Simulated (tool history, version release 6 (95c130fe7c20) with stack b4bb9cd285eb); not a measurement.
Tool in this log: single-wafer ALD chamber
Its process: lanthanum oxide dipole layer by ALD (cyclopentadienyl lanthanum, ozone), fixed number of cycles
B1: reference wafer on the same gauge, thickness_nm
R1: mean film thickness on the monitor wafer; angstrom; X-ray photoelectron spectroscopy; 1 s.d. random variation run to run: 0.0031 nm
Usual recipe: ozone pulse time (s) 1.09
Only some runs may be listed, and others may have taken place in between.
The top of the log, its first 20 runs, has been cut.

run 21 hour=1501.9 | ozone_pulse_time_(s)=0.79 | B1=0.442 | R1=4.71
run 22 hour=1585.4 | ozone_pulse_time_(s)=0.70 | B1=0.443 | R1=4.39
-- hour=1620.8 thermocouple changed; heater temperature recalibrated
run 23 hour=1664.1 | ozone_pulse_time_(s)=0.80 | B1=0.441 | R1=4.63
run 24 hour=1706.1 | ozone_pulse_time_(s)=1.09 | B1=0.442 | R1=5.29
run 25 hour=1756.9 | ozone_pulse_time_(s)=0.91 | B1=0.442 | R1=4.91
run 26 hour=1842.5 | ozone_pulse_time_(s)=1.41 | B1=0.442 | R1=5.60
run 27 hour=2057.9 | ozone_pulse_time_(s)=0.82 | B1=0.443 | R1=4.67
-- hour=2082.9 ozone generator serviced
run 28 hour=2115.6 | ozone_pulse_time_(s)=1.49 | B1=0.442 | R1=5.76
run 29 hour=2191.0 | ozone_pulse_time_(s)=1.42 | B1=0.443 | R1=5.74
run 30 hour=2297.5 | ozone_pulse_time_(s)=1.09 | B1=0.442 | R1=5.28
run 31 hour=2336.8 | ozone_pulse_time_(s)=1.47 | B1=0.442 | R1=5.70
run 32 hour=2386.3 | ozone_pulse_time_(s)=0.73 | B1=0.442 | R1=4.43
run 33 hour=2451.4 | ozone_pulse_time_(s)=1.28 | B1=0.442 | R1=5.52
run 34 hour=2499.0 | ozone_pulse_time_(s)=1.27 | B1=0.442 | R1=5.54
run 35 hour=2712.2 | ozone_pulse_time_(s)=0.79 | B1=0.441 | R1=4.54

Below are 3 alternative next runs, each starting from the tool's condition after run 35. Predict each:
run A hour=2712.6 | ozone_pulse_time_(s)=1.37 | B1=? | R1=?
run B hour=2712.6 | ozone_pulse_time_(s)=0.94 | B1=? | R1=?
run C hour=2712.6 | ozone_pulse_time_(s)=0.86 | B1=? | R1=?

run=A B1=0.442 R1=5.50
run=B B1=0.442 R1=4.87
run=C B1=0.442 R1=4.68
Had the tool no hidden state, the same runs would have come out as:
run=A R1=5.61
run=B R1=5.04
run=C R1=4.86

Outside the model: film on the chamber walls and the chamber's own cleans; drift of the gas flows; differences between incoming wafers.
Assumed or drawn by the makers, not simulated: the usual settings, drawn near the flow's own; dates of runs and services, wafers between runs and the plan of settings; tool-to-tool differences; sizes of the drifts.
